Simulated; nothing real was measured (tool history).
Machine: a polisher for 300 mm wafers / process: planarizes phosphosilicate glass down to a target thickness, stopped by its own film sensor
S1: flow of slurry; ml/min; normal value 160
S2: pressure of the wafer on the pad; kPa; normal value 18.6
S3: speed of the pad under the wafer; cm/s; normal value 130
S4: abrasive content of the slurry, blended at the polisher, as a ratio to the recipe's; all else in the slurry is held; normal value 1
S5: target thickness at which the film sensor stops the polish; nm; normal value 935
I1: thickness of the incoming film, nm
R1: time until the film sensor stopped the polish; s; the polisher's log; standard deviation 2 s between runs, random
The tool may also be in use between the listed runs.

{"run": 1, "hour": 0.0, "S1": 160, "S2": 18.6, "S3": 130, "S4": 1, "S5": 576, "I1": 2299.5, "R1": 205.8}
{"run": 2, "hour": 98.0, "S1": 160, "S2": 18.6, "S3": 130, "S4": 1, "S5": 935, "I1": 2286, "R1": 166.6}
{"run": 3, "hour": 166.6, "S1": 160, "S2": 18.6, "S3": 130, "S4": 1, "S5": 935, "I1": 2294.4, "R1": 168}
{"run": 4, "hour": 272.8, "S1": 160, "S2": 18.6, "S3": 130, "S4": 1, "S5": 935, "I1": 2278.4, "R1": 170.3}
{"run": 5, "hour": 363.7, "S1": 160, "S2": 18.6, "S3": 130, "S4": 1, "S5": 1135, "I1": 2307.6, "R1": 143.4}
{"run": 6, "hour": 416.9, "S1": 160, "S2": 18.6, "S3": 130, "S4": 1, "S5": 1135, "I1": 2255, "R1": 137.2}
{"run": 7, "hour": 478.8, "S1": 160, "S2": 18.6, "S3": 130, "S4": 1, "S5": 935, "I1": 2303.3, "R1": 164.3}
{"run": 8, "hour": 525.9, "S1": 175, "S2": 18.6, "S3": 130, "S4": 1, "S5": 663, "I1": 2264.9, "R1": 194.2}
{"run": 9, "hour": 566.7, "S1": 175, "S2": 18.6, "S3": 130, "S4": 1, "S5": 663, "I1": 2232.6, "R1": 189.5}
{"run": 10, "hour": 607.3, "S1": 135, "S2": 18.6, "S3": 130, "S4": 1.15, "S5": 935, "I1": 2274.2, "R1": 159.9}
{"run": 11, "hour": 658.7, "S1": 160, "S2": 18.6, "S3": 130, "S4": 1, "S5": 1135, "I1": 2327.2, "R1": 145.7}
{"run": 12, "hour": 739.5, "S1": 115, "S2": 18.6, "S3": 130, "S4": 1, "S5": 935, "I1": 2284.1, "R1": 173.3}
{"run": 13, "hour": 798.4, "S1": 160, "S2": 18.6, "S3": 168, "S4": 0.8, "S5": 487, "I1": 2283.4, "R1": 191.9}
{"run": 14, "hour": 842.1, "S1": 160, "S2": 18.6, "S3": 152, "S4": 1, "S5": 809, "I1": 2297.2, "R1": 162.4}
{"run": 15, "hour": 883.3, "S1": 160, "S2": 18.6, "S3": 130, "S4": 1, "S5": 935, "I1": 2274.3, "R1": 166.5}
{"run": 16, "hour": 948.9, "S1": 160, "S2": 18.6, "S3": 130, "S4": 1, "S5": 620, "I1": 2311.9, "R1": 204.9}
{"run": 17, "hour": 1023.9, "S1": 160, "S2": 18.6, "S3": 130, "S4": 1.1, "S5": 782, "I1": 2273.7, "R1": 180}
{"run": 18, "hour": 1129.5, "S1": 130, "S2": 18.6, "S3": 166, "S4": 1.2, "S5": 1259, "I1": 2254.4, "R1": 99.1}
{"run": 19, "hour": 1215.1, "S1": 160, "S2": 24.1, "S3": 130, "S4": 1, "S5": 935, "I1": 2283.1, "R1": 141.6}
{"run": 20, "hour": 1270.4, "S1": 135, "S2": 18.6, "S3": 130, "S4": 1, "S5": 779, "I1": 2298.4, "R1": 190.5}
{"run": 21, "hour": 1324.3, "S1": 160, "S2": 18.6, "S3": 130, "S4": 1, "S5": 935, "I1": 2259.3, "R1": 163.1}
{"run": 22, "hour": 1432.0, "S1": 160, "S2": 18.6, "S3": 130, "S4": 1, "S5": 935, "I1": 2277.3, "R1": 163.5}
{"run": 23, "hour": 1538.9, "S1": 160, "S2": 18.6, "S3": 130, "S4": 1, "S5": 935, "I1": 2253.4, "R1": 159.3}
{"run": 24, "hour": 1608.4, "S1": 145, "S2": 18.6, "S3": 130, "S4": 1, "S5": 935, "I1": 2311.9, "R1": 171.9}
{"run": 25, "hour": 1692.9, "S1": 160, "S2": 18.6, "S3": 130, "S4": 1, "S5": 935, "I1": 2283, "R1": 170}

Between the runs listed above, the log contained 12 entries, not reproduced here. Where in the sequence does each belong, and how does what the log doesn't record of the tool's condition differ from the listed run before to the listed run after?
Runs 1 to 2: conditioning disc replaced and pad reconditioned (hour 51.8); worn pad replaced by a new one (hour 72.7)
  no hidden state differs between the two runs
Runs 3 to 4: slurry nozzle cleaned (hour 222.5)
  no hidden state differs between the two runs
Runs 6 to 7: slurry blender recalibrated (hour 462.7)
  no hidden state differs between the two runs
Runs 10 to 11: conditioning disc replaced and pad reconditioned (hour 648.3)
  no hidden state differs between the two runs
Runs 11 to 12: worn pad replaced by a new one (hour 690.1)
  no hidden state differs between the two runs
Runs 14 to 15: slurry nozzle cleaned (hour 871.3)
  no hidden state differs between the two runs
Runs 17 to 18: slurry blender recalibrated (hour 1094.8)
  no hidden state differs between the two runs
Runs 19 to 20: conditioning disc replaced and pad reconditioned (hour 1249)
  no hidden state differs between the two runs
Runs 20 to 21: head pressure recalibrated (hour 1282)
  no hidden state differs between the two runs
Runs 21 to 22: worn pad replaced by a new one (hour 1337.2); slurry nozzle cleaned (hour 1408.5)
  no hidden state differs between the two runs
